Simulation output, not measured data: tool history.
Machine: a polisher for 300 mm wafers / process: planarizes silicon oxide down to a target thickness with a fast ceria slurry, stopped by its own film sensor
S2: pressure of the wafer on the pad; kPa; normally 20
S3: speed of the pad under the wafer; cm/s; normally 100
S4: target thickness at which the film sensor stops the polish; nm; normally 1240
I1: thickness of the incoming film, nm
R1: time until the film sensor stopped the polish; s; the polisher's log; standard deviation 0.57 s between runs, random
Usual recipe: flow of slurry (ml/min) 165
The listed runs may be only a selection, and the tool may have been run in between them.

{"run": 1, "hour": 0.0, "flow of slurry (ml/min)": 165, "S2": 20, "S3": 100, "S4": 1066, "I1": 1939.3, "R1": 72}
{"run": 2, "hour": 7.7, "flow of slurry (ml/min)": 165, "S2": 20, "S3": 100, "S4": 1066, "I1": 1901.9, "R1": 68.5}
{"hour": 14.3, "done": "head pressure recalibrated"}
{"run": 3, "hour": 24.0, "flow of slurry (ml/min)": 165, "S2": 22.8, "S3": 100, "S4": 1417, "I1": 1915.8, "R1": 35.1}
{"hour": 39.3, "done": "worn pad replaced by a new one"}
{"run": 4, "hour": 41.9, "flow of slurry (ml/min)": 165, "S2": 22.8, "S3": 100, "S4": 1417, "I1": 1927, "R1": 33.8}
{"run": 5, "hour": 59.5, "flow of slurry (ml/min)": 165, "S2": 20, "S3": 100, "S4": 1240, "I1": 1899.6, "R1": 50.2}
{"run": 6, "hour": 71.9, "flow of slurry (ml/min)": 165, "S2": 20, "S3": 100, "S4": 1240, "I1": 1910.9, "R1": 50.6}
{"run": 7, "hour": 89.2, "flow of slurry (ml/min)": 165, "S2": 20, "S3": 100, "S4": 1240, "I1": 1894.8, "R1": 50.8}
{"run": 8, "hour": 101.0, "flow of slurry (ml/min)": 165, "S2": 20, "S3": 100, "S4": 1240, "I1": 1869.9, "R1": 48.5}
{"run": 9, "hour": 112.8, "flow of slurry (ml/min)": 165, "S2": 20, "S3": 100, "S4": 1240, "I1": 1910.8, "R1": 52.1}
{"run": 10, "hour": 129.6, "flow of slurry (ml/min)": 165, "S2": 20, "S3": 100, "S4": 1240, "I1": 1922.5, "R1": 55}
{"run": 11, "hour": 140.2, "flow of slurry (ml/min)": 165, "S2": 20, "S3": 100, "S4": 1240, "I1": 1888, "R1": 52.5}
{"run": 12, "hour": 150.7, "flow of slurry (ml/min)": 165, "S2": 20, "S3": 100, "S4": 1240, "I1": 1912.6, "R1": 53.9}
{"run": 13, "hour": 162.3, "flow of slurry (ml/min)": 165, "S2": 20, "S3": 100, "S4": 1240, "I1": 1923.5, "R1": 56}
{"run": 14, "hour": 179.0, "flow of slurry (ml/min)": 145, "S2": 20, "S3": 100, "S4": 1240, "I1": 1885.2, "R1": 55.1}
{"hour": 192.7, "done": "worn pad replaced by a new one"}
{"run": 15, "hour": 196.7, "flow of slurry (ml/min)": 165, "S2": 20, "S3": 100, "S4": 1240, "I1": 1896.6, "R1": 51.7}
{"run": 16, "hour": 203.7, "flow of slurry (ml/min)": 165, "S2": 20, "S3": 100, "S4": 1240, "I1": 1906, "R1": 52.3}
{"run": 17, "hour": 213.0, "flow of slurry (ml/min)": 150, "S2": 20, "S3": 100, "S4": 1240, "I1": 1908, "R1": 53.1}
{"run": 18, "hour": 224.4, "flow of slurry (ml/min)": 220, "S2": 20, "S3": 100, "S4": 1240, "I1": 1940.8, "R1": 53}
{"run": 19, "hour": 235.9, "flow of slurry (ml/min)": 220, "S2": 26.2, "S3": 100, "S4": 1011, "I1": 1906.7, "R1": 51.1}
{"run": 20, "hour": 289.5, "flow of slurry (ml/min)": 200, "S2": 17.2, "S3": 64, "S4": 1240, "I1": 1919.4, "R1": 88.6}
{"run": 21, "hour": 297.6, "flow of slurry (ml/min)": 165, "S2": 20, "S3": 72, "S4": 1433, "I1": 1897, "R1": 48.8}
{"run": 22, "hour": 309.3, "flow of slurry (ml/min)": 200, "S2": 17.2, "S3": 64, "S4": 1240, "I1": 1890.8, "R1": 87.1}
{"hour": 326.1, "done": "slurry nozzle cleaned"}
{"run": 23, "hour": 326.6, "flow of slurry (ml/min)": 165, "S2": 24.1, "S3": 100, "S4": 1240, "I1": 1945.7, "R1": 49.3}
{"run": 24, "hour": 343.0, "flow of slurry (ml/min)": 165, "S2": 22.8, "S3": 100, "S4": 1417, "I1": 1896.8, "R1": 35.7}
{"run": 25, "hour": 359.9, "flow of slurry (ml/min)": 165, "S2": 20, "S3": 100, "S4": 1240, "I1": 1898.7, "R1": 58.2}
{"hour": 371.7, "done": "head pressure recalibrated"}
{"run": 26, "hour": 372.1, "flow of slurry (ml/min)": 165, "S2": 20, "S3": 100, "S4": 1240, "I1": 1924.6, "R1": 58.7}
{"hour": 379.2, "done": "worn pad replaced by a new one"}
{"run": 27, "hour": 386.1, "flow of slurry (ml/min)": 165, "S2": 15.2, "S3": 100, "S4": 1240, "I1": 1878.2, "R1": 63}
{"run": 28, "hour": 393.4, "flow of slurry (ml/min)": 165, "S2": 20, "S3": 100, "S4": 1240, "I1": 1908.3, "R1": 49.8}
{"run": 29, "hour": 409.1, "flow of slurry (ml/min)": 165, "S2": 20, "S3": 100, "S4": 1240, "I1": 1889.2, "R1": 48.4}
{"run": 30, "hour": 420.5, "flow of slurry (ml/min)": 200, "S2": 17.2, "S3": 64, "S4": 1240, "I1": 1869.6, "R1": 75.9}
{"run": 31, "hour": 433.6, "flow of slurry (ml/min)": 165, "S2": 20, "S3": 100, "S4": 1066, "I1": 1907.5, "R1": 64}
{"run": 32, "hour": 448.3, "flow of slurry (ml/min)": 165, "S2": 26.2, "S3": 80, "S4": 1045, "I1": 1905.4, "R1": 60.4}
{"run": 33, "hour": 455.8, "flow of slurry (ml/min)": 165, "S2": 16.5, "S3": 100, "S4": 1240, "I1": 1944.7, "R1": 67}
{"run": 34, "hour": 462.9, "flow of slurry (ml/min)": 205, "S2": 17.9, "S3": 70, "S4": 1322, "I1": 1944.9, "R1": 70.6}
{"run": 35, "hour": 472.4, "flow of slurry (ml/min)": 165, "S2": 26.9, "S3": 78, "S4": 1240, "I1": 1915.7, "R1": 47.9}
{"run": 36, "hour": 486.8, "flow of slurry (ml/min)": 165, "S2": 20, "S3": 120, "S4": 1240, "I1": 1935.8, "R1": 48.4}
{"run": 37, "hour": 500.8, "flow of slurry (ml/min)": 220, "S2": 20, "S3": 74, "S4": 1113, "I1": 1899.3, "R1": 77.1}

Below are 4 alternative next runs, each starting from the tool's condition after run 37. Predict each:
{"run": "A", "hour": 501.2, "flow of slurry (ml/min)": 165, "S2": 20, "S3": 100, "S4": 1240, "I1": 1884.4, "R1": "?"}
{"run": "B", "hour": 501.2, "flow of slurry (ml/min)": 165, "S2": 20, "S3": 80, "S4": 1240, "I1": 1884.4, "R1": "?"}
{"run": "C", "hour": 501.2, "flow of slurry (ml/min)": 165, "S2": 22.1, "S3": 100, "S4": 1065, "I1": 1884.4, "R1": "?"}
{"run": "D", "hour": 501.2, "flow of slurry (ml/min)": 190, "S2": 20, "S3": 72, "S4": 1240, "I1": 1884.4, "R1": "?"}

run=A R1=51.6
run=B R1=61.8
run=C R1=59.5
run=D R1=65.6
Take away the tool's hidden state, keep each run's random variation, and the runs would have read:
run=A R1=47.2
run=B R1=56.5
run=C R1=54.4
run=D R1=60
